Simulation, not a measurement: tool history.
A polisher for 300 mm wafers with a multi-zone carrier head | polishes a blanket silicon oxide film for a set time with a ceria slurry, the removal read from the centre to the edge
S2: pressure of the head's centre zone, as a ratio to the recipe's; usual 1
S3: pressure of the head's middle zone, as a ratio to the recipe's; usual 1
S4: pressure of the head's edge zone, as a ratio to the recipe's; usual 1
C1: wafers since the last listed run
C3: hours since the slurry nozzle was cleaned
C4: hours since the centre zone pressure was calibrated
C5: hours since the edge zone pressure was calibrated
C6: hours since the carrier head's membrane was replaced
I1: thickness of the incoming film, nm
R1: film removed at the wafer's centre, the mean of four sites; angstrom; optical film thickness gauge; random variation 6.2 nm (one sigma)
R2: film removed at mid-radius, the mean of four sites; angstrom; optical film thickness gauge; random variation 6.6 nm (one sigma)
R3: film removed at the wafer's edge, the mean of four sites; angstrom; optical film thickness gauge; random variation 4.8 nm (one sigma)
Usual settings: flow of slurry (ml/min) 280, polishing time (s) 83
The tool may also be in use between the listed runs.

Run 1, day 0: usual settings; C1 0; wafers polished on this pad 1565; C3 175; C4 66; C5 646.4; C6 265.8; I1 1458.7. Result: R1 4460 angstrom, R2 4531 angstrom, R3 4535 angstrom.
At day 1.988: worn pad replaced by a new one.
Run 2, day 4.104: usual settings; C1 697; wafers polished on this pad 375; C3 273.5; C4 164.5; C5 744.9; C6 364.3; I1 1441.1. Result: R1 4564 angstrom, R2 4611 angstrom, R3 4522 angstrom.
At day 6.042: edge zone pressure recalibrated.
At day 8.025: slurry nozzle cleaned.
Run 3, day 8.217: usual settings; C1 706; wafers polished on this pad 1082; C3 4.6; C4 263.2; C5 52.2; C6 463; I1 1427.9. Result: R1 4706 angstrom, R2 4633 angstrom, R3 4497 angstrom.
At day 11.996: worn pad replaced by a new one.
Run 4, day 12.017: usual settings; C1 644; wafers polished on this pad 3; C3 95.8; C4 354.4; C5 143.4; C6 554.2; I1 1450.9. Result: R1 4784 angstrom, R2 4608 angstrom, R3 4531 angstrom.
Run 5, day 16.175: usual settings; C1 737; wafers polished on this pad 740; C3 195.6; C4 454.2; C5 243.2; C6 654; I1 1445.3. Result: R1 4773 angstrom, R2 4652 angstrom, R3 4517 angstrom.
Run 6, day 20.025: usual settings; C1 682; wafers polished on this pad 1423; C3 288; C4 546.6; C5 335.6; C6 746.4; I1 1439.7. Result: R1 4797 angstrom, R2 4453 angstrom, R3 4563 angstrom.
At day 21.983: carrier head's membrane replaced by a new one.
Run 7, day 23.396: usual settings; C1 560; wafers polished on this pad 1983; C3 368.9; C4 627.5; C5 416.5; C6 33.9; I1 1444. Result: R1 4918 angstrom, R2 4619 angstrom, R3 4523 angstrom.
At day 24.725: slurry nozzle cleaned.
At day 24.879: worn pad replaced by a new one.
Run 8, day 26.908: usual settings but flow of slurry (ml/min) 330, S4 0.97; C1 587; wafers polished on this pad 359; C3 52.4; C4 711.8; C5 500.8; C6 118.2; I1 1415.4. Result: R1 4817 angstrom, R2 4589 angstrom, R3 4635 angstrom.
Run 9, day 29.267: usual settings but flow of slurry (ml/min) 330, S4 0.97; C1 418; wafers polished on this pad 777; C3 109; C4 768.4; C5 557.4; C6 174.8; I1 1438.7. Result: R1 4947 angstrom, R2 4508 angstrom, R3 4527 angstrom.
Run 10, day 31.754: usual settings but S2 1.08, S3 1.05, S4 0.96; C1 440; wafers polished on this pad 1218; C3 168.7; C4 828.1; C5 617.1; C6 234.5; I1 1438.2. Result: R1 5226 angstrom, R2 4751 angstrom, R3 4478 angstrom.
Run 11, day 34.575: usual settings but S2 1.05, S3 0.9; C1 500; wafers polished on this pad 1718; C3 236.4; C4 895.8; C5 684.8; C6 302.2; I1 1469.7. Result: R1 4952 angstrom, R2 4041 angstrom, R3 4523 angstrom.
At day 34.933: centre zone pressure recalibrated.
Run 12, day 36.142: usual settings; C1 262; wafers polished on this pad 1981; C3 274; C4 29; C5 722.4; C6 339.8; I1 1439.3. Result: R1 4535 angstrom, R2 4492 angstrom, R3 4516 angstrom.
At day 37.129: worn pad replaced by a new one.
Run 13, day 38.471: usual settings but S2 0.95, polishing time (s) 64; C1 383; wafers polished on this pad 237; C3 329.9; C4 84.9; C5 778.3; C6 395.7; I1 1413.8. Result: R1 3371 angstrom, R2 3495 angstrom, R3 3523 angstrom.
At day 40.388: slurry nozzle cleaned.
Run 14, day 40.883: usual settings but S2 1.1; C1 420; wafers polished on this pad 657; C3 11.9; C4 142.8; C5 836.2; C6 453.6; I1 1458.2. Result: R1 5041 angstrom, R2 4507 angstrom, R3 4471 angstrom.
At day 40.996: edge zone pressure recalibrated.
Run 15, day 45.021: usual settings but polishing time (s) 68; C1 718; wafers polished on this pad 1376; C3 111.2; C4 242.1; C5 96.6; C6 552.9; I1 1437.4. Result: R1 3874 angstrom, R2 3679 angstrom, R3 3731 angstrom.
At day 49.025: worn pad replaced by a new one.
Run 16, day 49.504: usual settings but S3 1.12, S4 0.95, polishing time (s) 54; C1 765; wafers polished on this pad 84; C3 218.8; C4 349.7; C5 204.2; C6 660.5; I1 1431.8. Result: R1 3176 angstrom, R2 3240 angstrom, R3 2843 angstrom.
Run 17, day 53.408: usual settings; C1 692; wafers polished on this pad 776; C3 312.5; C4 443.4; C5 297.9; C6 754.2; I1 1431.4. Result: R1 4754 angstrom, R2 4574 angstrom, R3 4512 angstrom.
At day 56.242: slurry nozzle cleaned.
Run 18, day 57.654: usual settings but S2 0.91, S4 0.9; C1 745; wafers polished on this pad 1521; C3 33.9; C4 545.3; C5 399.8; C6 856.1; I1 1450.4. Result: R1 4526 angstrom, R2 4445 angstrom, R3 4470 angstrom.

3 ways to go on from here, each from the tool as it stands after run 18. What would each give?
Run A, day 57.671: usual settings but S4 1.11; C1 2; wafers polished on this pad 1524; C3 34.3; C4 545.7; C5 400.2; C6 856.5; I1 1448.9. Result: R1 ?, R2 ?, R3 ?.
Run B, day 57.671: usual settings but flow of slurry (ml/min) 230, polishing time (s) 59; C1 2; wafers polished on this pad 1524; C3 34.3; C4 545.7; C5 400.2; C6 856.5; I1 1448.9. Result: R1 ?, R2 ?, R3 ?.
Run C, day 57.671: usual settings but flow of slurry (ml/min) 195, S2 1.1; C1 2; wafers polished on this pad 1524; C3 34.3; C4 545.7; C5 400.2; C6 856.5; I1 1448.9. Result: R1 ?, R2 ?, R3 ?.

run    R1    R2    R3
  A  4941  4484  4768
  B  3414  3108  3193
  C  5062  4255  4404
Without the tool's hidden state the same runs would have given:
run    R1    R2    R3
  A  4513  4486  4768
  B  3119  3109  3193
  C  4626  4257  4404
